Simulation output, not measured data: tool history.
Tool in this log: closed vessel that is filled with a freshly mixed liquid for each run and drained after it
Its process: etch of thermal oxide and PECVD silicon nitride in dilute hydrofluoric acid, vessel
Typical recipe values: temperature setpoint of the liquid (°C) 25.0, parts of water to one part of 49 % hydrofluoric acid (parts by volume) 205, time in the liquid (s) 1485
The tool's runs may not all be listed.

run	hour	temperature setpoint of the liquid (°C)	parts of water to one part of 49 % hydrofluoric acid (parts by volume)	time in the liquid (s)	read-back film thickness of the thermal oxide reference wafer, read on the same gauge (nm)	read-back film thickness of the PECVD silicon nitride reference wafer, read on the same gauge (nm)	thickness taken off the thermal oxide on a monitor wafer (nm)	thickness taken off the PECVD silicon nitride on a monitor wafer (nm)
1	0.0	25.0	135	1485	40.01	30.02	52.13	22.00
2	36.7	25.0	205	1485	39.99	29.99	31.61	14.67
3	93.8	25.0	205	1485	40.01	30.01	31.62	14.75
4	163.9	25.0	205	1485	39.99	29.99	31.30	14.68
5	205.7	25.0	205	1485	39.98	30.01	30.99	14.63
6	256.9	25.0	205	1485	40.01	30.02	31.49	14.45
7	313.5	25.0	205	1485	39.99	30.01	31.65	14.32
8	365.7	25.0	205	1485	40.00	29.98	31.66	14.28
# hour 369.1: gauge calibrated
# hour 377.9: thermometer replaced
9	416.6	25.0	205	1485	40.01	30.01	30.24	13.24
10	469.4	25.0	205	1485	40.00	29.99	29.70	13.30
11	497.4	30.0	245	1015	40.00	30.01	19.27	10.23
12	561.1	28.5	205	1485	40.02	29.99	33.75	16.29
# hour 577.7: thermometer replaced, repeated, since the last time left the tool worse
13	617.8	25.0	205	1715	39.99	30.01	38.98	18.32
14	686.8	25.0	205	1485	39.97	29.99	33.08	15.87
# hour 724.9: hydrofluoric acid flow meter replaced
15	831.3	25.0	205	1485	40.00	30.03	32.55	15.72
16	869.7	27.0	205	730	40.00	29.99	17.27	8.65
17	939.7	25.0	275	1995	40.00	29.97	30.36	15.47
18	982.8	25.0	260	700	39.99	30.01	11.55	5.75
19	1042.6	25.0	130	1060	39.99	29.97	39.89	17.31
20	1086.1	27.0	245	1235	40.02	30.01	23.07	12.19
21	1222.5	25.0	140	2305	40.02	29.99	78.50	34.35

The tool's hidden state at each run:
hydrofluoric acid flow above the setpoint (%): 0 across all the runs
gauge reads high (%): 0 across all the runs
H1: liquid colder than its thermometer reads (K)
run	H1
1	1.41
2	1.45
3	1.51
4	1.59
5	1.64
6	1.69
7	1.75
8	1.81
9	3.08
10	3.14
11	3.17
12	3.24
13	0.154
14	0.229
15	0.386
16	0.428
17	0.504
18	0.55
19	0.615
20	0.663
21	0.811
